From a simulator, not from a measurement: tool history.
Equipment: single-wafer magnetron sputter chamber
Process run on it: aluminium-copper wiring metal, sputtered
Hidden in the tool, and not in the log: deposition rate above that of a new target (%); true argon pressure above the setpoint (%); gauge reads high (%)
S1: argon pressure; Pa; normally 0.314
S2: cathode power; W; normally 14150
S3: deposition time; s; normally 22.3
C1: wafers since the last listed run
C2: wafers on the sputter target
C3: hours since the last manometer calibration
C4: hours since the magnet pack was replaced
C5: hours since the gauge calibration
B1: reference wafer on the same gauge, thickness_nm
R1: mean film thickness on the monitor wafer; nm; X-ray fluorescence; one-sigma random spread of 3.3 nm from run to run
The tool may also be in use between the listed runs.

run	day	S1	S2	S3	C1	C2	C3	C4	C5	B1	R1
1	0.000	0.314	13100	20.7	0	6248	534.1	6705.1	1106.5	544.482	540.651
2	1.221	0.314	14150	22.3	707	6956	563.4	6734.4	1135.8	544.385	611.779
# day 3.217: sputter target and shields replaced
3	4.062	0.314	14150	22.3	1454	490	631.6	6802.6	1204.0	543.727	600.544
4	5.121	0.314	14150	22.3	613	1104	657.0	6828.0	1229.4	544.806	603.174
5	6.529	0.314	14150	22.3	816	1920	690.8	6861.8	1263.2	544.555	603.280
6	8.658	0.314	14150	22.3	1234	3155	741.9	6912.9	1314.3	544.149	603.871
7	10.796	0.314	14150	22.3	1239	4394	793.2	6964.2	1365.6	545.106	600.464
8	12.554	0.314	14150	22.3	1019	5414	835.4	7006.4	1407.8	544.734	594.096
# day 13.833: sputter target and shields replaced, repeated, since the last time left the tool worse
9	13.854	0.314	14150	22.3	560	11	866.6	7037.6	1439.0	544.160	624.092
10	16.646	0.350	11500	22.3	1618	1630	933.6	7104.6	1506.0	545.387	527.160
11	17.779	0.314	14150	22.3	657	2287	960.8	7131.8	1533.2	543.460	628.201
12	20.383	0.314	14150	22.3	1509	3797	1023.3	7194.3	1595.7	543.940	619.414
13	22.325	0.314	14150	22.3	1125	4923	1069.9	7240.9	1642.3	543.854	627.263
14	23.442	0.314	14150	22.3	647	5570	1096.7	7267.7	1669.1	544.635	619.470
15	26.062	0.314	14150	22.3	1519	7090	1159.6	7330.6	1732.0	543.467	612.900
16	27.912	0.314	14150	22.3	1072	8162	1204.0	7375.0	1776.4	544.636	616.252
# day 30.129: magnet pack replaced
17	30.150	0.436	16550	19.7	1104	9266	1257.7	0.5	1830.1	544.002	555.254
18	31.392	0.379	11500	24.2	719	9986	1287.5	30.3	1859.9	544.189	544.707
# day 31.742: sputter target and shields replaced
# day 32.567: capacitance manometer re-zeroed and calibrated
# day 36.525: gauge calibrated
19	40.067	0.314	14150	22.3	4643	4634	180.0	238.5	85.0	544.062	623.833
20	42.321	0.314	14150	22.3	1307	5941	234.1	292.6	139.1	544.082	620.222
21	45.242	0.427	14150	24.7	1693	7634	304.2	362.7	209.2	544.141	628.112
# day 47.108: sputter target and shields replaced
22	48.029	0.356	17150	22.3	1422	534	371.1	429.6	276.1	544.524	701.031
23	49.421	0.314	14150	22.3	806	1341	404.5	463.0	309.5	543.887	627.241
24	51.575	0.392	17100	22.3	1249	2590	456.2	514.7	361.2	544.057	682.422
25	53.304	0.279	14150	22.3	1002	3593	497.7	556.2	402.7	545.050	641.380
26	54.592	0.314	14150	22.3	746	4339	528.6	587.1	433.6	543.179	625.574
27	57.554	0.235	14150	26.3	1717	6057	599.7	658.2	504.7	544.276	770.427
28	58.662	0.392	17100	22.3	642	6699	626.3	684.8	531.3	544.167	679.583
29	60.412	0.252	11950	20.6	1014	7714	668.3	726.8	573.3	544.916	524.869
30	61.725	0.365	14150	22.3	761	8475	699.8	758.3	604.8	543.538	592.795
31	63.250	0.405	12600	22.3	884	9359	736.4	794.9	641.4	544.230	524.837
32	64.292	0.245	11000	26.7	603	9963	761.4	819.9	666.4	544.458	637.005
# day 65.642: sputter target and shields replaced
33	65.662	0.314	14150	22.3	601	11	794.3	852.8	699.3	543.321	632.279
34	68.483	0.314	13150	20.2	1635	1647	862.0	920.5	767.0	543.627	538.919

4 options for the next run, each taken on its own from the tool as it stands now. Forecast them:
A	68.500	0.314	14150	22.3	9	1657	862.4	920.9	767.4	?	?
B	68.500	0.273	14150	22.3	9	1657	862.4	920.9	767.4	?	?
C	68.500	0.432	15050	24.1	9	1657	862.4	920.9	767.4	?	?
D	68.500	0.314	14150	20.9	9	1657	862.4	920.9	767.4	?	?

run	B1	R1
A	544.359	631.560
B	544.359	649.207
C	544.359	661.059
D	544.359	591.911
Stripped of hidden state, with their random variation kept, the same runs would have yielded:
run	R1
A	632.314
B	649.982
C	661.849
D	592.618
